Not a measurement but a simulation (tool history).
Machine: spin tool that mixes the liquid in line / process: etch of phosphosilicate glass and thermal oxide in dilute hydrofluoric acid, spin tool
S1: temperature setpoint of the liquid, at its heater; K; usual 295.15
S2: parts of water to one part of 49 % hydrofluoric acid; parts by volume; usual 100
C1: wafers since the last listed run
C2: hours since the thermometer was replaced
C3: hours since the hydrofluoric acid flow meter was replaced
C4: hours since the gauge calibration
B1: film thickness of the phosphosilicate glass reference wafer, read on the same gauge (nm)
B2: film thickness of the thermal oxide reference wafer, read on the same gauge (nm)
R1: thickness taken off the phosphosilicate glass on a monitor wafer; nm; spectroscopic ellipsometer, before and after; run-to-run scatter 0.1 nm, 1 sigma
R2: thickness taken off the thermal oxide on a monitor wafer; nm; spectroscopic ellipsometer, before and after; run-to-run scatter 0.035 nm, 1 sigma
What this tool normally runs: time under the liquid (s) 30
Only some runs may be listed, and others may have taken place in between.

run 1 hour=0.0 | S1=295.15 S2=100 time_under_the_liquid_(s)=30 | C1=0 C2=2164.0 C3=2002.7 C4=132.8 | B1=110.01 B2=120.012 | R1=26.06 R2=1.371
run 2 hour=16.4 | S1=295.15 S2=100 time_under_the_liquid_(s)=30 | C1=276 C2=2180.4 C3=2019.1 C4=149.2 | B1=109.99 B2=119.972 | R1=26.30 R2=1.265
run 3 hour=60.4 | S1=295.15 S2=100 time_under_the_liquid_(s)=30 | C1=742 C2=2224.4 C3=2063.1 C4=193.2 | B1=110.01 B2=119.996 | R1=26.26 R2=1.404
run 4 hour=68.5 | S1=295.15 S2=100 time_under_the_liquid_(s)=30 | C1=136 C2=2232.5 C3=2071.2 C4=201.3 | B1=109.99 B2=119.991 | R1=26.44 R2=1.312
run 5 hour=80.3 | S1=295.15 S2=100 time_under_the_liquid_(s)=30 | C1=199 C2=2244.3 C3=2083.0 C4=213.1 | B1=109.99 B2=120.019 | R1=26.42 R2=1.429
-- hour=90.0 hydrofluoric acid flow meter replaced
run 6 hour=92.0 | S1=295.15 S2=100 time_under_the_liquid_(s)=30 | C1=180 C2=2256.0 C3=2.0 C4=224.8 | B1=110.04 B2=120.000 | R1=23.46 R2=1.272
-- hour=94.8 gauge calibrated
run 7 hour=98.7 | S1=295.15 S2=100 time_under_the_liquid_(s)=30 | C1=113 C2=2262.7 C3=8.7 C4=3.9 | B1=110.00 B2=120.009 | R1=23.54 R2=1.195
run 8 hour=112.1 | S1=295.15 S2=100 time_under_the_liquid_(s)=30 | C1=226 C2=2276.1 C3=22.1 C4=17.3 | B1=110.01 B2=120.033 | R1=23.64 R2=1.162
run 9 hour=124.2 | S1=295.15 S2=100 time_under_the_liquid_(s)=30 | C1=204 C2=2288.2 C3=34.2 C4=29.4 | B1=109.99 B2=119.983 | R1=23.62 R2=1.223
run 10 hour=130.9 | S1=295.15 S2=100 time_under_the_liquid_(s)=30 | C1=113 C2=2294.9 C3=40.9 C4=36.1 | B1=110.00 B2=119.990 | R1=23.70 R2=1.184
run 11 hour=141.4 | S1=295.15 S2=100 time_under_the_liquid_(s)=30 | C1=177 C2=2305.4 C3=51.4 C4=46.6 | B1=110.00 B2=120.012 | R1=23.59 R2=1.191
run 12 hour=148.8 | S1=295.15 S2=150 time_under_the_liquid_(s)=50 | C1=124 C2=2312.8 C3=58.8 C4=54.0 | B1=110.03 B2=120.006 | R1=24.75 R2=1.210
run 13 hour=166.1 | S1=293.15 S2=125 time_under_the_liquid_(s)=30 | C1=291 C2=2330.1 C3=76.1 C4=71.3 | B1=110.03 B2=119.973 | R1=17.07 R2=0.874
run 14 hour=182.1 | S1=295.15 S2=55 time_under_the_liquid_(s)=30 | C1=269 C2=2346.1 C3=92.1 C4=87.3 | B1=110.00 B2=119.999 | R1=45.70 R2=2.221
-- hour=190.1 thermometer replaced
run 15 hour=204.8 | S1=297.15 S2=50 time_under_the_liquid_(s)=40 | C1=366 C2=14.7 C3=114.8 C4=110.0 | B1=110.01 B2=119.974 | R1=72.52 R2=3.690
run 16 hour=239.9 | S1=292.65 S2=50 time_under_the_liquid_(s)=15 | C1=592 C2=49.8 C3=149.9 C4=145.1 | B1=110.01 B2=120.038 | R1=22.68 R2=1.171
run 17 hour=250.1 | S1=291.65 S2=100 time_under_the_liquid_(s)=40 | C1=172 C2=60.0 C3=160.1 C4=155.3 | B1=110.00 B2=119.973 | R1=27.62 R2=1.346
run 18 hour=257.2 | S1=292.15 S2=145 time_under_the_liquid_(s)=40 | C1=119 C2=67.1 C3=167.2 C4=162.4 | B1=109.99 B2=119.983 | R1=18.50 R2=0.880
run 19 hour=264.7 | S1=295.15 S2=100 time_under_the_liquid_(s)=45 | C1=126 C2=74.6 C3=174.7 C4=169.9 | B1=109.98 B2=119.971 | R1=35.68 R2=1.898
run 20 hour=280.5 | S1=295.15 S2=75 time_under_the_liquid_(s)=45 | C1=266 C2=90.4 C3=190.5 C4=185.7 | B1=109.97 B2=119.997 | R1=49.06 R2=2.657
run 21 hour=292.7 | S1=295.15 S2=100 time_under_the_liquid_(s)=30 | C1=205 C2=102.6 C3=202.7 C4=197.9 | B1=110.01 B2=120.000 | R1=23.74 R2=1.226
run 22 hour=300.0 | S1=297.65 S2=135 time_under_the_liquid_(s)=50 | C1=123 C2=109.9 C3=210.0 C4=205.2 | B1=110.03 B2=120.003 | R1=31.30 R2=1.577
run 23 hour=310.1 | S1=297.15 S2=125 time_under_the_liquid_(s)=30 | C1=170 C2=120.0 C3=220.1 C4=215.3 | B1=109.99 B2=120.004 | R1=20.17 R2=0.985
-- hour=318.8 gauge calibrated
run 24 hour=320.8 | S1=293.65 S2=80 time_under_the_liquid_(s)=30 | C1=180 C2=130.7 C3=230.8 C4=2.0 | B1=109.97 B2=119.965 | R1=28.75 R2=1.402
run 25 hour=338.2 | S1=295.15 S2=100 time_under_the_liquid_(s)=30 | C1=293 C2=148.1 C3=248.2 C4=19.4 | B1=110.01 B2=119.990 | R1=24.09 R2=1.233

Measured result minus the same run's result without the hidden state. Both carry the same run-to-run variation, though not necessarily the same gauge scatter:
Hidden state present: liquid colder than its thermometer reads (K); hydrofluoric acid flow above the setpoint (%); gauge reads high (%).
run=1 R1=+3.01 R2=+0.158
run=2 R1=+3.06 R2=+0.147
run=3 R1=+3.10 R2=+0.166
run=4 R1=+3.14 R2=+0.156
run=5 R1=+3.15 R2=+0.171
run=6 R1=+0.38 R2=+0.020
run=7 R1=+0.39 R2=+0.020
run=8 R1=+0.41 R2=+0.020
run=9 R1=+0.43 R2=+0.022
run=10 R1=+0.43 R2=+0.021
run=11 R1=+0.45 R2=+0.023
run=12 R1=+0.51 R2=+0.024
run=13 R1=+0.36 R2=+0.018
run=14 R1=+0.95 R2=+0.046
run=15 R1=+1.60 R2=+0.082
run=16 R1=+0.55 R2=+0.029
run=17 R1=+0.71 R2=+0.035
run=18 R1=+0.50 R2=+0.023
run=19 R1=+0.96 R2=+0.051
run=20 R1=+1.33 R2=+0.073
run=21 R1=+0.68 R2=+0.035
run=22 R1=+0.94 R2=+0.047
run=23 R1=+0.61 R2=+0.030
run=24 R1=+0.85 R2=+0.042
run=25 R1=+0.75 R2=+0.039
